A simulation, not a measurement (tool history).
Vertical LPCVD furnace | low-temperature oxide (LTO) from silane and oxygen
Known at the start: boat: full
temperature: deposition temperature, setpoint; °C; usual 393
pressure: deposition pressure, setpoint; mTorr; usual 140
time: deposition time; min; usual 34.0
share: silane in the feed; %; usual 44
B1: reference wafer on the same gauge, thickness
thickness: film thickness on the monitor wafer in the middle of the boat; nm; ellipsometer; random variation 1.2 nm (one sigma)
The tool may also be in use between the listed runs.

{"run": 1, "hour": 0.0, "temperature": 393, "pressure": 140, "time": 34.0, "share": 46, "B1": 194.21, "thickness": 210.46}
{"run": 2, "hour": 66.0, "temperature": 393, "pressure": 140, "time": 34.0, "share": 46, "B1": 194.19, "thickness": 210.58}
{"run": 3, "hour": 108.2, "temperature": 393, "pressure": 140, "time": 34.0, "share": 46, "B1": 194.1, "thickness": 211.4}
{"run": 4, "hour": 173.3, "temperature": 393, "pressure": 140, "time": 34.0, "share": 44, "B1": 193.93, "thickness": 201.08}
{"run": 5, "hour": 212.8, "temperature": 393, "pressure": 140, "time": 34.0, "share": 44, "B1": 194.07, "thickness": 200.95}
{"run": 6, "hour": 238.2, "temperature": 393, "pressure": 140, "time": 34.0, "share": 40, "B1": 194.16, "thickness": 181.43}
{"run": 7, "hour": 263.9, "temperature": 393, "pressure": 140, "time": 34.0, "share": 40, "B1": 193.99, "thickness": 180.13}
{"hour": 390.2, "done": "thermocouples replaced and temperature profile calibrated"}
{"run": 8, "hour": 435.6, "temperature": 393, "pressure": 140, "time": 34.0, "share": 40, "B1": 193.93, "thickness": 179.31}
{"run": 9, "hour": 477.4, "temperature": 393, "pressure": 140, "time": 34.0, "share": 44, "B1": 193.89, "thickness": 200.35}
{"hour": 544.3, "done": "gauge calibrated"}
{"hour": 552.9, "done": "pressure gauge zeroed"}
{"run": 10, "hour": 553.4, "temperature": 393, "pressure": 140, "time": 34.0, "share": 44, "B1": 193.84, "thickness": 214.11}
{"run": 11, "hour": 593.0, "temperature": 393, "pressure": 140, "time": 34.0, "share": 44, "B1": 193.93, "thickness": 209.07}
{"run": 12, "hour": 621.0, "temperature": 393, "pressure": 140, "time": 34.0, "share": 44, "B1": 193.94, "thickness": 210.42}
{"run": 13, "hour": 669.1, "temperature": 393, "pressure": 140, "time": 34.0, "share": 47, "B1": 193.93, "thickness": 224.8}
{"hour": 719.3, "done": "silane flow controller replaced"}
{"run": 14, "hour": 767.4, "temperature": 393, "pressure": 140, "time": 34.0, "share": 44, "B1": 194.14, "thickness": 207.44}
{"run": 15, "hour": 812.0, "temperature": 393, "pressure": 140, "time": 34.0, "share": 44, "B1": 194.08, "thickness": 209.31}
{"run": 16, "hour": 842.0, "temperature": 393, "pressure": 125, "time": 44.5, "share": 42, "B1": 193.85, "thickness": 230.09}
{"run": 17, "hour": 877.9, "temperature": 393, "pressure": 140, "time": 34.0, "share": 44, "B1": 194.09, "thickness": 209.15}
{"run": 18, "hour": 978.4, "temperature": 393, "pressure": 125, "time": 34.0, "share": 44, "B1": 193.8, "thickness": 184.0}
{"run": 19, "hour": 1025.5, "temperature": 385, "pressure": 125, "time": 45.5, "share": 37, "B1": 194.0, "thickness": 179.6}
{"run": 20, "hour": 1059.0, "temperature": 384, "pressure": 115, "time": 46.0, "share": 50, "B1": 194.08, "thickness": 233.99}
{"run": 21, "hour": 1097.8, "temperature": 393, "pressure": 140, "time": 27.5, "share": 50, "B1": 193.83, "thickness": 188.6}
{"run": 22, "hour": 1134.4, "temperature": 404, "pressure": 140, "time": 34.0, "share": 44, "B1": 193.92, "thickness": 230.89}

Forecast each of these 4 alternatives for the next run:
{"run": "A", "hour": 1138.0, "temperature": 393, "pressure": 140, "time": 34.0, "share": 44, "B1": "?", "thickness": "?"}
{"run": "B", "hour": 1138.0, "temperature": 382, "pressure": 125, "time": 24.5, "share": 47, "B1": "?", "thickness": "?"}
{"run": "C", "hour": 1138.0, "temperature": 381, "pressure": 125, "time": 44.0, "share": 50, "B1": "?", "thickness": "?"}
{"run": "D", "hour": 1138.0, "temperature": 401, "pressure": 120, "time": 34.0, "share": 37, "B1": "?", "thickness": "?"}

run=A B1=194.00 thickness=205.77
run=B B1=194.00 thickness=125.22
run=C B1=194.00 thickness=236.09
run=D B1=194.00 thickness=156.32
Without the tool's hidden state the same runs would have given:
run=A thickness=210.76
run=B thickness=128.63
run=C thickness=242.52
run=D thickness=160.76
